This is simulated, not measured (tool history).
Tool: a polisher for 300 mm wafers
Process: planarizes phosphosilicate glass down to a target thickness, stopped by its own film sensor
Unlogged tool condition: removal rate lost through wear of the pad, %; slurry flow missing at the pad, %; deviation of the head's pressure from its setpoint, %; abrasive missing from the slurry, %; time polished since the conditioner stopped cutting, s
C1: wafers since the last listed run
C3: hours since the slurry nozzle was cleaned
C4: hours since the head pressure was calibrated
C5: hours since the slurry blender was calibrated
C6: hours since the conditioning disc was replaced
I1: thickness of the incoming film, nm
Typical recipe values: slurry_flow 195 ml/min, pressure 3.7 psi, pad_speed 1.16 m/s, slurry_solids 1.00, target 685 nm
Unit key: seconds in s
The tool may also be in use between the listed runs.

Run 1, hour 0.0: usual settings but pressure 4.5 psi, slurry_solids 1.20; C1 0; wafers polished on this pad 2612; C3 63.5; C4 703.8; C5 110.4; C6 11.8; I1 1564.6. Result: seconds 63.0 s.
Run 2, hour 87.0: usual settings but pressure 4.5 psi, slurry_solids 1.20; C1 846; wafers polished on this pad 3459; C3 150.5; C4 790.8; C5 197.4; C6 98.8; I1 1514.6. Result: seconds 60.3 s.
Run 3, hour 184.8: usual settings but pressure 4.5 psi, slurry_solids 1.20; C1 951; wafers polished on this pad 4411; C3 248.3; C4 888.6; C5 295.2; C6 196.6; I1 1537.2. Result: seconds 60.5 s.
At hour 258.6: worn pad replaced by a new one.
Run 4, hour 277.9: usual settings but pad_speed 1.42 m/s; C1 867; wafers polished on this pad 187; C3 341.4; C4 981.7; C5 388.3; C6 289.7; I1 1545.8. Result: seconds 71.4 s.
At hour 448.9: slurry blender recalibrated.
Run 5, hour 496.7: usual settings but pad_speed 1.42 m/s; C1 2110; wafers polished on this pad 2298; C3 560.2; C4 1200.5; C5 47.8; C6 508.5; I1 1522.9. Result: seconds 68.2 s.
At hour 541.6: conditioning disc replaced and pad reconditioned.
At hour 562.6: slurry nozzle cleaned.
Run 6, hour 566.0: usual settings but pad_speed 1.42 m/s; C1 645; wafers polished on this pad 2943; C3 3.4; C4 1269.8; C5 117.1; C6 24.4; I1 1543.1. Result: seconds 69.0 s.
Run 7, hour 614.0: usual settings but slurry_flow 225 ml/min, pad_speed 0.86 m/s, slurry_solids 0.75, target 438 nm; C1 467; wafers polished on this pad 3410; C3 51.4; C4 1317.8; C5 165.1; C6 72.4; I1 1513.7. Result: seconds 159.4 s.
Run 8, hour 686.1: usual settings but pressure 3.1 psi, pad_speed 1.42 m/s, slurry_solids 1.10, target 508 nm; C1 701; wafers polished on this pad 4112; C3 123.5; C4 1389.9; C5 237.2; C6 144.5; I1 1517.9. Result: seconds 93.4 s.
At hour 739.3: worn pad replaced by a new one.
At hour 780.5: head pressure recalibrated.
Run 9, hour 781.0: usual settings but slurry_solids 0.80, target 814 nm; C1 865; wafers polished on this pad 386; C3 218.4; C4 0.5; C5 332.1; C6 239.4; I1 1507.4. Result: seconds 79.0 s.
Run 10, hour 817.8: usual settings but pressure 4.3 psi, pad_speed 1.28 m/s, slurry_solids 0.75, target 507 nm; C1 358; wafers polished on this pad 744; C3 255.2; C4 37.3; C5 368.9; C6 276.2; I1 1510.3. Result: seconds 96.9 s.
Run 11, hour 887.6: usual settings but pressure 4.9 psi, pad_speed 0.80 m/s; C1 679; wafers polished on this pad 1424; C3 325.0; C4 107.1; C5 438.7; C6 346.0; I1 1528.3. Result: seconds 80.6 s.
Run 12, hour 943.1: usual settings but pad_speed 1.00 m/s, slurry_solids 1.25, target 459 nm; C1 540; wafers polished on this pad 1964; C3 380.5; C4 162.6; C5 494.2; C6 401.5; I1 1519.8. Result: seconds 100.1 s.
At hour 1002.6: slurry blender recalibrated.
Run 13, hour 1019.1: usual settings but slurry_flow 240 ml/min, pad_speed 1.04 m/s; C1 720; wafers polished on this pad 2684; C3 456.5; C4 238.6; C5 16.5; C6 477.5; I1 1534.4. Result: seconds 86.2 s.
At hour 1067.1: conditioning disc replaced and pad reconditioned.
Run 14, hour 1120.6: usual settings but pad_speed 1.46 m/s; C1 968; wafers polished on this pad 3653; C3 558.0; C4 340.1; C5 118.0; C6 53.5; I1 1524.9. Result: seconds 67.6 s.
Run 15, hour 1157.2: usual settings but slurry_flow 240 ml/min, slurry_solids 0.80; C1 356; wafers polished on this pad 4009; C3 594.6; C4 376.7; C5 154.6; C6 90.1; I1 1517.9. Result: seconds 93.1 s.
At hour 1178.9: slurry nozzle cleaned.
Run 16, hour 1211.8: usual settings; C1 521; wafers polished on this pad 4531; C3 32.9; C4 431.3; C5 209.2; C6 144.7; I1 1548.9. Result: seconds 83.7 s.
At hour 1229.4: worn pad replaced by a new one.
Run 17, hour 1273.4: usual settings but pressure 2.9 psi, pad_speed 0.84 m/s; C1 560; wafers polished on this pad 427; C3 94.5; C4 492.9; C5 270.8; C6 206.3; I1 1538.0. Result: seconds 136.2 s.
Run 18, hour 1335.4: usual settings but slurry_solids 0.90; C1 603; wafers polished on this pad 1031; C3 156.5; C4 554.9; C5 332.8; C6 268.3; I1 1518.1. Result: seconds 85.9 s.
Run 19, hour 1385.0: usual settings but slurry_flow 250 ml/min, pressure 3.1 psi, pad_speed 1.38 m/s, slurry_solids 1.10; C1 482; wafers polished on this pad 1514; C3 206.1; C4 604.5; C5 382.4; C6 317.9; I1 1538.3. Result: seconds 78.2 s.
Run 20, hour 1480.0: usual settings but slurry_flow 235 ml/min, pad_speed 1.34 m/s; C1 924; wafers polished on this pad 2438; C3 301.1; C4 699.5; C5 477.4; C6 412.9; I1 1543.3. Result: seconds 70.2 s.
At hour 1552.1: conditioning disc replaced and pad reconditioned.
Run 21, hour 1570.4: usual settings but slurry_flow 220 ml/min, pressure 2.7 psi, pad_speed 1.34 m/s, slurry_solids 0.75; C1 860; wafers polished on this pad 3299; C3 391.5; C4 789.9; C5 567.8; C6 18.3; I1 1526.8. Result: seconds 119.7 s.
At hour 1584.4: slurry blender recalibrated.
Run 22, hour 1643.1: usual settings; C1 688; wafers polished on this pad 3987; C3 464.2; C4 862.6; C5 58.7; C6 91.0; I1 1528.7. Result: seconds 81.0 s.
Run 23, hour 1692.0: usual settings but pad_speed 1.38 m/s; C1 475; wafers polished on this pad 4463; C3 513.1; C4 911.5; C5 107.6; C6 139.9; I1 1523.5. Result: seconds 69.7 s.
Run 24, hour 1770.2: usual settings but pad_speed 1.46 m/s; C1 761; wafers polished on this pad 5224; C3 591.3; C4 989.7; C5 185.8; C6 218.1; I1 1555.3. Result: seconds 69.0 s.

Consider 5 possible next runs. They are alternatives, not a sequence: every one starts from the tool as it was left by run 24. What does each give?
Run A, hour 1770.6: usual settings but pad_speed 1.52 m/s; C1 3; wafers polished on this pad 5228; C3 591.7; C4 990.1; C5 186.2; C6 218.5; I1 1529.5. Result: seconds ?.
Run B, hour 1770.6: usual settings but pressure 4.4 psi; C1 3; wafers polished on this pad 5228; C3 591.7; C4 990.1; C5 186.2; C6 218.5; I1 1529.5. Result: seconds ?.
Run C, hour 1770.6: usual settings but pad_speed 1.50 m/s, target 456 nm; C1 3; wafers polished on this pad 5228; C3 591.7; C4 990.1; C5 186.2; C6 218.5; I1 1529.5. Result: seconds ?.
Run D, hour 1770.6: usual settings but slurry_flow 165 ml/min, pressure 4.9 psi; C1 3; wafers polished on this pad 5228; C3 591.7; C4 990.1; C5 186.2; C6 218.5; I1 1529.5. Result: seconds ?.
Run E, hour 1770.6: usual settings but pressure 2.9 psi, pad_speed 1.52 m/s; C1 3; wafers polished on this pad 5228; C3 591.7; C4 990.1; C5 186.2; C6 218.5; I1 1529.5. Result: seconds ?.

run  seconds
  A     65.2
  B     68.1
  C     83.8
  D     62.8
  E     83.2
Had the tool no hidden state, the same runs would have come out as:
run  seconds
  A     65.2
  B     68.1
  C     83.8
  D     62.8
  E     83.2

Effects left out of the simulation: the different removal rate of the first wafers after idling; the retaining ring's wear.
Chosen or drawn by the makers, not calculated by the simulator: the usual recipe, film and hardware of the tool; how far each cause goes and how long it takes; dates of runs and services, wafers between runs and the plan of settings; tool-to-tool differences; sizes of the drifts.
